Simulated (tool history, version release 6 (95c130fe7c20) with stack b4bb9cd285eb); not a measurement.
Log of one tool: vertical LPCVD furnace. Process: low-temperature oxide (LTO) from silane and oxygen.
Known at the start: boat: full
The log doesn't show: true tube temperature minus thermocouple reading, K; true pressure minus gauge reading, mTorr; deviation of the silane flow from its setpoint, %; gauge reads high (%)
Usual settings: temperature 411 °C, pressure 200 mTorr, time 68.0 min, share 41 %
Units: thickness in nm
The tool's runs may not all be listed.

run,hour,temperature,pressure,time,share,wafers since the last listed run,hours since the last temperature calibration,hours since the pressure gauge was zeroed,hours since the silane flow controller was replaced,hours since the gauge calibration,"read-back reference wafer on the same gauge, thickness",thickness
1,0.0,411,200,59.0,41,0,2019.9,1918.5,1677.9,1003.6,679.31,615.57
2,53.6,411,200,68.0,39,542,2073.5,1972.1,1731.5,1057.2,679.14,672.49
3,81.6,411,200,68.0,39,283,2101.5,2000.1,1759.5,1085.2,679.39,670.24
4,115.8,411,200,68.0,39,345,2135.7,2034.3,1793.7,1119.4,679.01,673.04
5,167.5,411,200,52.5,41,522,2187.4,2086.0,1845.4,1171.1,679.31,545.42
6,225.8,411,200,52.5,41,589,2245.7,2144.3,1903.7,1229.4,678.47,546.99
7,273.6,411,200,52.5,41,483,2293.5,2192.1,1951.5,1277.2,678.74,545.70
# hour 306.5: pressure gauge zeroed
8,342.2,411,200,61.0,41,451,2362.1,35.7,2020.1,1345.8,678.94,642.55
9,381.0,411,200,53.5,41,392,2400.9,74.5,2058.9,1384.6,679.52,561.18
# hour 543.9: silane flow controller replaced
# hour 576.4: thermocouples replaced and temperature profile calibrated
10,576.9,411,200,53.5,41,1496,0.5,270.4,33.0,1580.5,679.00,542.09
11,613.9,411,200,68.0,41,374,37.5,307.4,70.0,1617.5,678.86,694.10
12,680.2,411,200,68.0,41,670,103.8,373.7,136.3,1683.8,679.05,693.33
# hour 718.3: gauge calibrated
13,724.5,403,170,79.0,36,448,148.1,418.0,180.6,6.2,678.18,536.20
14,787.5,411,180,59.0,41,637,211.1,481.0,243.6,69.2,678.65,542.80
15,854.2,411,200,52.5,41,674,277.8,547.7,310.3,135.9,679.30,540.83
16,882.3,411,200,68.0,44,284,305.9,575.8,338.4,164.0,678.59,749.27
17,978.6,404,175,92.0,34,974,402.2,672.1,434.7,260.3,678.88,600.68
18,1021.4,411,200,68.0,41,432,445.0,714.9,477.5,303.1,678.86,692.45
19,1062.4,400,180,68.0,46,414,486.0,755.9,518.5,344.1,678.12,629.06
20,1098.2,411,180,68.0,44,362,521.8,791.7,554.3,379.9,678.88,676.11
21,1154.6,411,200,68.0,41,570,578.2,848.1,610.7,436.3,679.80,697.18
22,1221.6,411,200,51.0,41,677,645.2,915.1,677.7,503.3,679.74,520.26
23,1292.7,416,155,88.5,35,719,716.3,986.2,748.8,574.4,678.98,609.35
24,1327.8,411,200,41.5,43,355,751.4,1021.3,783.9,609.5,679.63,445.73
25,1398.0,421,200,68.0,41,710,821.6,1091.5,854.1,679.7,679.24,766.76
26,1463.3,411,200,68.0,41,660,886.9,1156.8,919.4,745.0,679.75,696.17
27,1489.8,411,200,59.0,41,268,913.4,1183.3,945.9,771.5,679.28,606.96
28,1514.9,411,200,68.0,41,253,938.5,1208.4,971.0,796.6,678.87,697.29
29,1563.9,405,215,88.5,36,495,987.5,1257.4,1020.0,845.6,679.20,783.48
30,1686.7,406,225,68.0,34,1242,1110.3,1380.2,1142.8,968.4,679.12,589.36
31,1717.0,411,150,68.0,33,306,1140.6,1410.5,1173.1,998.7,678.45,399.40
32,1788.0,411,220,68.0,41,718,1211.6,1481.5,1244.1,1069.7,678.71,768.73

How the hidden state differs across the entries between the runs, from the last listed run before each to the first after it:
Between runs 7 and 8: pressure gauge zeroed (hour 306.5)
  true tube temperature minus thermocouple reading, K: 2.51 -> 2.65
  measured less the result without the state, thickness: +14.08 -> +17.48 nm
Between runs 9 and 10: silane flow controller replaced (hour 543.9); thermocouples replaced and temperature profile calibrated (hour 576.4)
  true tube temperature minus thermocouple reading, K: 2.73 -> 0.115
  measured less the result without the state, thickness: +15.73 -> +0.66 nm
Between runs 12 and 13: gauge calibrated (hour 718.3)
  true tube temperature minus thermocouple reading, K: 0.12 -> 0.125
  measured less the result without the state, thickness: +0.87 -> +0.75 nm

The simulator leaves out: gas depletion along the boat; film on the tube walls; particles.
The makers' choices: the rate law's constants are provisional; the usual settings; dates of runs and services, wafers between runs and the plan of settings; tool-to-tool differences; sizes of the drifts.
